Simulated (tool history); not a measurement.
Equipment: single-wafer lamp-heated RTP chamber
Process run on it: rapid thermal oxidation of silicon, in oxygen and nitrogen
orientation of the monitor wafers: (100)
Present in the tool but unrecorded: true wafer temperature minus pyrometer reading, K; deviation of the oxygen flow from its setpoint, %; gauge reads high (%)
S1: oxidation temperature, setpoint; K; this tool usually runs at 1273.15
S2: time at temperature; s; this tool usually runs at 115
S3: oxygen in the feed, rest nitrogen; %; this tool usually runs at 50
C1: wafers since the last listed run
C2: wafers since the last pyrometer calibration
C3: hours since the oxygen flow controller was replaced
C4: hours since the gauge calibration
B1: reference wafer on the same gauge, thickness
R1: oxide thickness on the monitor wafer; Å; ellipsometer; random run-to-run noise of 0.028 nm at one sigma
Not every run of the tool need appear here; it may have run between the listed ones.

{"run": 1, "hour": 0.0, "S1": 1273.15, "S2": 115, "S3": 50, "C1": 0, "C2": 3460, "C3": 2720.1, "C4": 164.7, "B1": 5.296, "R1": 69.27}
{"run": 2, "hour": 17.2, "S1": 1273.15, "S2": 115, "S3": 50, "C1": 100, "C2": 3561, "C3": 2737.3, "C4": 181.9, "B1": 5.303, "R1": 69.11}
{"run": 3, "hour": 35.3, "S1": 1273.15, "S2": 115, "S3": 50, "C1": 105, "C2": 3667, "C3": 2755.4, "C4": 200, "B1": 5.303, "R1": 69.53}
{"run": 4, "hour": 57.6, "S1": 1262.15, "S2": 115, "S3": 50, "C1": 130, "C2": 3797, "C3": 2777.7, "C4": 222.3, "B1": 5.306, "R1": 64.06}
{"run": 5, "hour": 90.7, "S1": 1262.15, "S2": 115, "S3": 50, "C1": 193, "C2": 3991, "C3": 2810.8, "C4": 255.4, "B1": 5.301, "R1": 63.93}
{"run": 6, "hour": 118.4, "S1": 1273.15, "S2": 115, "S3": 50, "C1": 162, "C2": 4153, "C3": 2838.5, "C4": 283.1, "B1": 5.294, "R1": 69.45}
{"hour": 137.3, "done": "gauge calibrated"}
{"run": 7, "hour": 137.6, "S1": 1273.15, "S2": 115, "S3": 50, "C1": 112, "C2": 4266, "C3": 2857.7, "C4": 0.3, "B1": 5.298, "R1": 69.41}
{"run": 8, "hour": 168.3, "S1": 1273.15, "S2": 115, "S3": 50, "C1": 179, "C2": 4445, "C3": 2888.4, "C4": 31, "B1": 5.297, "R1": 69.56}
{"run": 9, "hour": 200.1, "S1": 1273.15, "S2": 115, "S3": 50, "C1": 186, "C2": 4631, "C3": 2920.2, "C4": 62.8, "B1": 5.301, "R1": 69.27}
{"run": 10, "hour": 217.6, "S1": 1264.15, "S2": 115, "S3": 50, "C1": 102, "C2": 4734, "C3": 2937.7, "C4": 80.3, "B1": 5.294, "R1": 65.05}
{"run": 11, "hour": 231.9, "S1": 1264.15, "S2": 115, "S3": 50, "C1": 83, "C2": 4817, "C3": 2952, "C4": 94.6, "B1": 5.296, "R1": 65.26}
{"hour": 243.5, "done": "pyrometer window cleaned and pyrometer calibrated"}
{"run": 12, "hour": 247.5, "S1": 1264.15, "S2": 115, "S3": 50, "C1": 44, "C2": 23, "C3": 2967.6, "C4": 110.2, "B1": 5.301, "R1": 60.86}
{"run": 13, "hour": 280.0, "S1": 1273.15, "S2": 115, "S3": 50, "C1": 190, "C2": 213, "C3": 3000.1, "C4": 142.7, "B1": 5.296, "R1": 66.11}
{"run": 14, "hour": 297.2, "S1": 1273.15, "S2": 167, "S3": 50, "C1": 100, "C2": 314, "C3": 3017.3, "C4": 159.9, "B1": 5.3, "R1": 78.45}
{"run": 15, "hour": 318.0, "S1": 1297.15, "S2": 171, "S3": 41, "C1": 121, "C2": 436, "C3": 3038.1, "C4": 180.7, "B1": 5.295, "R1": 87.45}
{"run": 16, "hour": 352.2, "S1": 1296.15, "S2": 143, "S3": 50, "C1": 200, "C2": 636, "C3": 3072.3, "C4": 214.9, "B1": 5.299, "R1": 86.73}
{"run": 17, "hour": 373.9, "S1": 1262.15, "S2": 64, "S3": 22, "C1": 126, "C2": 763, "C3": 3094, "C4": 236.6, "B1": 5.307, "R1": 37.59}
{"run": 18, "hour": 398.3, "S1": 1292.15, "S2": 100, "S3": 50, "C1": 142, "C2": 906, "C3": 3118.4, "C4": 261, "B1": 5.306, "R1": 71.95}
{"hour": 426.8, "done": "gauge calibrated"}
{"run": 19, "hour": 433.9, "S1": 1273.15, "S2": 115, "S3": 50, "C1": 208, "C2": 1114, "C3": 3154, "C4": 7.1, "B1": 5.303, "R1": 67}
{"run": 20, "hour": 446.8, "S1": 1281.15, "S2": 172, "S3": 22, "C1": 75, "C2": 1189, "C3": 3166.9, "C4": 20, "B1": 5.301, "R1": 64.56}
{"hour": 483.7, "done": "oxygen flow controller replaced"}
{"run": 21, "hour": 484.2, "S1": 1284.15, "S2": 141, "S3": 75, "C1": 172, "C2": 1361, "C3": 0.5, "C4": 57.4, "B1": 5.305, "R1": 92.91}
{"run": 22, "hour": 498.3, "S1": 1257.15, "S2": 134, "S3": 50, "C1": 82, "C2": 1444, "C3": 14.6, "C4": 71.5, "B1": 5.299, "R1": 64.87}
{"run": 23, "hour": 528.9, "S1": 1296.15, "S2": 85, "S3": 50, "C1": 179, "C2": 1623, "C3": 45.2, "C4": 102.1, "B1": 5.292, "R1": 70.26}
{"run": 24, "hour": 550.0, "S1": 1281.15, "S2": 65, "S3": 50, "C1": 123, "C2": 1746, "C3": 66.3, "C4": 123.2, "B1": 5.291, "R1": 56.29}
{"run": 25, "hour": 654.1, "S1": 1273.15, "S2": 115, "S3": 50, "C1": 609, "C2": 2356, "C3": 170.4, "C4": 227.3, "B1": 5.303, "R1": 68.58}

Branching from run 25: 4 alternative next runs. What would each branch give?
{"run": "A", "hour": 654.6, "S1": 1273.15, "S2": 115, "S3": 50, "C1": 2, "C2": 2359, "C3": 170.9, "C4": 227.8, "B1": "?", "R1": "?"}
{"run": "B", "hour": 654.6, "S1": 1295.15, "S2": 163, "S3": 74, "C1": 2, "C2": 2359, "C3": 170.9, "C4": 227.8, "B1": "?", "R1": "?"}
{"run": "C", "hour": 654.6, "S1": 1273.15, "S2": 147, "S3": 26, "C1": 2, "C2": 2359, "C3": 170.9, "C4": 227.8, "B1": "?", "R1": "?"}
{"run": "D", "hour": 654.6, "S1": 1257.15, "S2": 84, "S3": 72, "C1": 2, "C2": 2359, "C3": 170.9, "C4": 227.8, "B1": "?", "R1": "?"}

run=A B1=5.297 R1=67.96
run=B B1=5.297 R1=107.57
run=C B1=5.297 R1=60.46
run=D B1=5.297 R1=59.71
With no hidden state in the tool, these same runs would have given:
run=A R1=64.55
run=B R1=102.2
run=C R1=57.51
run=D R1=56.68
